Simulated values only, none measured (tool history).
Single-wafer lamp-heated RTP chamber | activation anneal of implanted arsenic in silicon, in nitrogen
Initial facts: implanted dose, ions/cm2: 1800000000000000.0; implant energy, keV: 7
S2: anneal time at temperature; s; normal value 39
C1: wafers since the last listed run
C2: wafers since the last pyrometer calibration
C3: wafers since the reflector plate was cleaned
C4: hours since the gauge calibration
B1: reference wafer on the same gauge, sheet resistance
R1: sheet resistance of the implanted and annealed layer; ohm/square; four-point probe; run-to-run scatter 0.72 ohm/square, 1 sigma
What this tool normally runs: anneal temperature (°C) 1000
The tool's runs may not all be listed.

Run 1, hour 0.0: usual settings but S2 57 s; C1 0; C2 1718; C3 6654; C4 1617.0; B1 118.04. Result: R1 108.49 ohm/square.
Run 2, hour 64.8: usual settings; C1 1008; C2 2727; C3 7662; C4 1681.8; B1 118.00. Result: R1 120.51 ohm/square.
At hour 113.7: reflector plate cleaned.
Run 3, hour 256.8: usual settings; C1 2863; C2 5590; C3 2226; C4 1873.8; B1 117.91. Result: R1 121.30 ohm/square.
Run 4, hour 321.1: usual settings; C1 1000; C2 6591; C3 3226; C4 1938.1; B1 117.96. Result: R1 120.72 ohm/square.
Run 5, hour 377.9: usual settings; C1 883; C2 7475; C3 4110; C4 1994.9; B1 117.99. Result: R1 121.31 ohm/square.
Run 6, hour 442.4: usual settings; C1 1003; C2 8478; C3 5114; C4 2059.4; B1 117.94. Result: R1 120.14 ohm/square.
Run 7, hour 487.8: usual settings but anneal temperature (°C) 1012, S2 30 s; C1 706; C2 9185; C3 5820; C4 2104.8; B1 118.03. Result: R1 116.64 ohm/square.
Run 8, hour 555.4: usual settings but anneal temperature (°C) 1012, S2 30 s; C1 1051; C2 10237; C3 6872; C4 2172.4; B1 118.17. Result: R1 116.48 ohm/square.
At hour 585.9: pyrometer window cleaned and pyrometer calibrated.
Run 9, hour 618.5: usual settings but anneal temperature (°C) 1012, S2 30 s; C1 857; C2 507; C3 7730; C4 2235.5; B1 118.10. Result: R1 117.23 ohm/square.
Run 10, hour 718.1: usual settings; C1 1549; C2 2057; C3 9280; C4 2335.1; B1 118.17. Result: R1 119.74 ohm/square.
Run 11, hour 764.9: usual settings; C1 728; C2 2785; C3 10008; C4 2381.9; B1 117.86. Result: R1 119.58 ohm/square.
At hour 830.7: reflector plate cleaned.
Run 12, hour 844.3: usual settings; C1 1111; C2 3896; C3 211; C4 2461.3; B1 118.03. Result: R1 124.58 ohm/square.
Run 13, hour 891.1: usual settings but anneal temperature (°C) 1021; C1 728; C2 4625; C3 939; C4 2508.1; B1 118.17. Result: R1 102.80 ohm/square.
Run 14, hour 972.2: usual settings but anneal temperature (°C) 1021; C1 1262; C2 5887; C3 2201; C4 2589.2; B1 118.09. Result: R1 104.50 ohm/square.
Run 15, hour 1053.1: usual settings but anneal temperature (°C) 1021; C1 1258; C2 7146; C3 3460; C4 2670.1; B1 117.91. Result: R1 102.40 ohm/square.
Run 16, hour 1128.4: usual settings; C1 1171; C2 8318; C3 4632; C4 2745.4; B1 118.00. Result: R1 120.26 ohm/square.
At hour 1166.6: pyrometer window cleaned and pyrometer calibrated.
Run 17, hour 1188.9: usual settings; C1 816; C2 346; C3 5449; C4 2805.9; B1 117.97. Result: R1 121.34 ohm/square.
Run 18, hour 1254.0: usual settings; C1 1013; C2 1360; C3 6462; C4 2871.0; B1 118.01. Result: R1 121.59 ohm/square.
Run 19, hour 1350.9: usual settings but S2 55 s; C1 1507; C2 2867; C3 7970; C4 2967.9; B1 117.94. Result: R1 108.77 ohm/square.
Run 20, hour 1416.7: usual settings but anneal temperature (°C) 976, S2 46 s; C1 1023; C2 3891; C3 8994; C4 3033.7; B1 117.98. Result: R1 141.10 ohm/square.
Run 21, hour 1479.1: usual settings but anneal temperature (°C) 1028, S2 17 s; C1 971; C2 4862; C3 9965; C4 3096.1; B1 117.94. Result: R1 122.01 ohm/square.
At hour 1541.2: reflector plate cleaned.
Run 22, hour 1582.9: usual settings but S2 55 s; C1 1490; C2 6353; C3 649; C4 3199.9; B1 118.01. Result: R1 111.74 ohm/square.
Run 23, hour 1673.8: usual settings but anneal temperature (°C) 979, S2 17 s; C1 1414; C2 7768; C3 2063; C4 3290.8; B1 117.90. Result: R1 176.94 ohm/square.
Run 24, hour 1753.7: usual settings; C1 1243; C2 9011; C3 3307; C4 3370.7; B1 118.01. Result: R1 120.87 ohm/square.
At hour 1782.6: pyrometer window cleaned and pyrometer calibrated.
Run 25, hour 1803.5: usual settings but anneal temperature (°C) 1028, S2 23 s; C1 650; C2 325; C3 3957; C4 3420.5; B1 118.16. Result: R1 113.83 ohm/square.
Run 26, hour 1903.1: usual settings but anneal temperature (°C) 992, S2 33 s; C1 1549; C2 1875; C3 5507; C4 3520.1; B1 117.91. Result: R1 135.56 ohm/square.
At hour 2035.3: gauge calibrated.
Run 27, hour 2049.2: usual settings but S2 27 s; C1 2273; C2 4148; C3 7781; C4 13.9; B1 117.96. Result: R1 132.85 ohm/square.
At hour 2139.8: reflector plate cleaned.
Run 28, hour 2150.6: usual settings; C1 1453; C2 5602; C3 168; C4 115.3; B1 117.89. Result: R1 124.26 ohm/square.
Run 29, hour 2227.4: usual settings but anneal temperature (°C) 988, S2 18 s; C1 1195; C2 6797; C3 1363; C4 192.1; B1 118.04. Result: R1 165.02 ohm/square.
Run 30, hour 2290.4: usual settings; C1 980; C2 7777; C3 2344; C4 255.1; B1 118.02. Result: R1 121.65 ohm/square.
At hour 2336.3: pyrometer window cleaned and pyrometer calibrated.
Run 31, hour 2336.8: usual settings; C1 597; C2 8; C3 2941; C4 301.5; B1 118.06. Result: R1 120.80 ohm/square.
Run 32, hour 2398.8: usual settings but anneal temperature (°C) 979; C1 964; C2 973; C3 3906; C4 363.5; B1 118.00. Result: R1 145.75 ohm/square.
Run 33, hour 2498.8: usual settings but anneal temperature (°C) 976; C1 1556; C2 2529; C3 5462; C4 463.5; B1 118.14. Result: R1 147.68 ohm/square.
Run 34, hour 2590.6: usual settings but anneal temperature (°C) 1008, S2 28 s; C1 1428; C2 3957; C3 6891; C4 555.3; B1 118.12. Result: R1 124.75 ohm/square.
Run 35, hour 2654.1: usual settings but anneal temperature (°C) 982, S2 33 s; C1 988; C2 4945; C3 7879; C4 618.8; B1 117.94. Result: R1 146.62 ohm/square.
At hour 2811.0: reflector plate cleaned.
At hour 2946.9: pyrometer window cleaned and pyrometer calibrated.
Run 36, hour 2966.9: usual settings but anneal temperature (°C) 984, S2 55 s; C1 4618; C2 311; C3 2301; C4 931.6; B1 117.91. Result: R1 125.42 ohm/square.
Run 37, hour 3047.3: usual settings but anneal temperature (°C) 988, S2 18 s; C1 1251; C2 1562; C3 3552; C4 1012.0; B1 118.02. Result: R1 163.77 ohm/square.

3 options for the next run, each taken on its own from the tool as it stands now. Forecast them:
Run A, hour 3047.7: usual settings; C1 6; C2 1568; C3 3559; C4 1012.4; B1 ?. Result: R1 ?.
Run B, hour 3047.7: usual settings but anneal temperature (°C) 983, S2 30 s; C1 6; C2 1568; C3 3559; C4 1012.4; B1 ?. Result: R1 ?.
Run C, hour 3047.7: usual settings but anneal temperature (°C) 970, S2 50 s; C1 6; C2 1568; C3 3559; C4 1012.4; B1 ?. Result: R1 ?.

run      B1      R1
  A  118.01  121.62
  B  118.01  150.79
  C  118.01  146.66
The same runs, with their run-to-run variation unchanged, on a tool lacking any hidden condition would have given:
run      R1
  A  124.55
  B  154.21
  C  150.16
